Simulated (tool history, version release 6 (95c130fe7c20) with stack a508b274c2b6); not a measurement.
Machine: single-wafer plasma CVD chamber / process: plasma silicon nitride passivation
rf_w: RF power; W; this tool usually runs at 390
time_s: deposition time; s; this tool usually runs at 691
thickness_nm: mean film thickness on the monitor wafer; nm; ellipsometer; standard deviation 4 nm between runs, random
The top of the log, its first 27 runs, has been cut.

run,hour,rf_w,time_s,"read-back reference wafer on the same gauge, thickness_nm",thickness_nm
# hour 1426.4: showerhead replaced
28,1429.6,390,691,1063.761,867.596
29,1470.6,450,558,1063.555,725.675
30,1512.9,345,691,1064.900,820.718
# hour 1560.8: RF generator calibrated
31,1575.9,455,691,1062.898,924.862
32,1640.4,390,779,1064.428,989.175
33,1695.2,450,798,1063.735,1060.766
34,1750.5,320,613,1064.168,722.943
35,1817.3,390,691,1064.450,874.585
36,1864.7,460,562,1064.571,749.716
37,1931.6,390,691,1064.293,867.856
38,2002.1,390,776,1064.374,968.190
39,2064.0,415,788,1064.121,1004.070
40,2230.1,415,811,1063.407,1038.116
41,2281.6,340,691,1063.686,819.852

5 options for the next run, each taken on its own from the tool as it stands now. Forecast them:
A,2282.2,390,825,?,?
B,2282.2,460,571,?,?
C,2282.2,350,649,?,?
D,2282.2,325,601,?,?
E,2282.2,455,608,?,?

run,"read-back reference wafer on the same gauge, thickness_nm",thickness_nm
A,1064.277,1028.058
B,1064.277,753.580
C,1064.277,778.179
D,1064.277,701.529
E,1064.277,799.403
Take away the tool's hidden state, keep each run's random variation, and the runs would have read:
run,thickness_nm
A,1060.285
B,777.203
C,802.572
D,723.520
E,824.462

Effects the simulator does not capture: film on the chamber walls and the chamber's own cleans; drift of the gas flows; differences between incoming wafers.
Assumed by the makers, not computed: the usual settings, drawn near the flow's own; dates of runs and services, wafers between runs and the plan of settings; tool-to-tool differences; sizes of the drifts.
